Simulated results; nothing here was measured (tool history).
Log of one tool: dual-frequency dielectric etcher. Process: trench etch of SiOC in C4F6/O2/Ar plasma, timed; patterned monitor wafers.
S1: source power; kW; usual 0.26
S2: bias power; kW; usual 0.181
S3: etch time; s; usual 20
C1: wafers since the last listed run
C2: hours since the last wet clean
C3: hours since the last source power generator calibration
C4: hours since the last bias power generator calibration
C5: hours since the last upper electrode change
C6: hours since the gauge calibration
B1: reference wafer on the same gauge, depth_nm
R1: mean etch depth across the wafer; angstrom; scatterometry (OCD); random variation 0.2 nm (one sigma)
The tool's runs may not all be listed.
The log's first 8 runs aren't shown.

run	day	S1	S2	S3	C1	C2	C3	C4	C5	C6	B1	R1
9	10.192	0.26	0.181	20	223	211.8	1660.6	132.5	100.6	1350.2	31.97	306.8
# day 10.65: source power generator calibrated
10	11.133	0.26	0.181	20	222	234.4	11.6	155.1	123.2	1372.8	32.01	309.2
11	11.904	0.23	0.181	20	220	252.9	30.1	173.6	141.7	1391.3	32.01	293.9
12	12.421	0.23	0.147	20	148	265.3	42.5	186	154.1	1403.7	31.96	275.2
# day 13.1: gauge calibrated
13	13.567	0.26	0.181	16	328	292.8	70	213.5	181.6	11.2	32.06	243.3
14	14.904	0.21	0.181	20	383	324.9	102.1	245.6	213.7	43.3	32.01	279.5
15	16.075	0.26	0.181	20	335	353	130.2	273.7	241.8	71.4	32.05	305.4
16	16.779	0.26	0.152	20	201	369.9	147.1	290.6	258.7	88.3	31.95	291.6
17	18.238	0.22	0.156	15	417	404.9	182.1	325.6	293.7	123.3	32	206.3
18	20.15	0.26	0.181	20	548	450.8	228	371.5	339.6	169.2	31.99	308
19	21.433	0.26	0.181	20	367	481.6	258.8	402.3	370.4	200	32.01	306
# day 23.117: wet clean of the chamber
20	23.138	0.23	0.202	18.5	201	0.5	299.7	443.2	411.3	240.9	32.01	280.3
21	23.262	0.22	0.138	26	35	3.5	302.7	446.2	414.3	243.9	31.99	347.3
22	23.917	0.31	0.14	25.5	187	19.2	318.4	461.9	430	259.6	32.03	395.1
23	25.333	0.26	0.139	20	406	53.2	352.4	495.9	464	293.6	32.03	284.8
24	26.75	0.24	0.151	20	406	87.2	386.4	529.9	498	327.6	32	277.9
25	28.038	0.26	0.162	17.5	369	118.1	417.3	560.8	528.9	358.5	32.01	260.6
26	31.967	0.26	0.203	22	1126	212.4	511.6	655.1	623.2	452.8	32.01	346.2
27	32.646	0.29	0.215	17	194	228.7	527.9	671.4	639.5	469.1	32	286.7
28	34.058	0.3	0.217	17.5	404	262.6	561.8	705.3	673.4	503	32	302
29	34.971	0.21	0.219	22	261	284.5	583.7	727.2	695.3	524.9	32.03	329
30	36.112	0.26	0.181	20	327	311.9	611.1	754.6	722.7	552.3	32	310.1
31	36.862	0.26	0.181	17	214	329.9	629.1	772.6	740.7	570.3	31.99	259.7

Forecast each of these 3 alternatives for the next run:
A	36.879	0.26	0.181	20	4	330.3	629.5	773	741.1	570.7	?	?
B	36.879	0.23	0.201	20	4	330.3	629.5	773	741.1	570.7	?	?
C	36.879	0.29	0.181	24.5	4	330.3	629.5	773	741.1	570.7	?	?

run	B1	R1
A	32	306.5
B	32	301.3
C	32	391.7
Without the tool's hidden state the same runs would have given:
run	R1
A	306.5
B	301.3
C	391.7
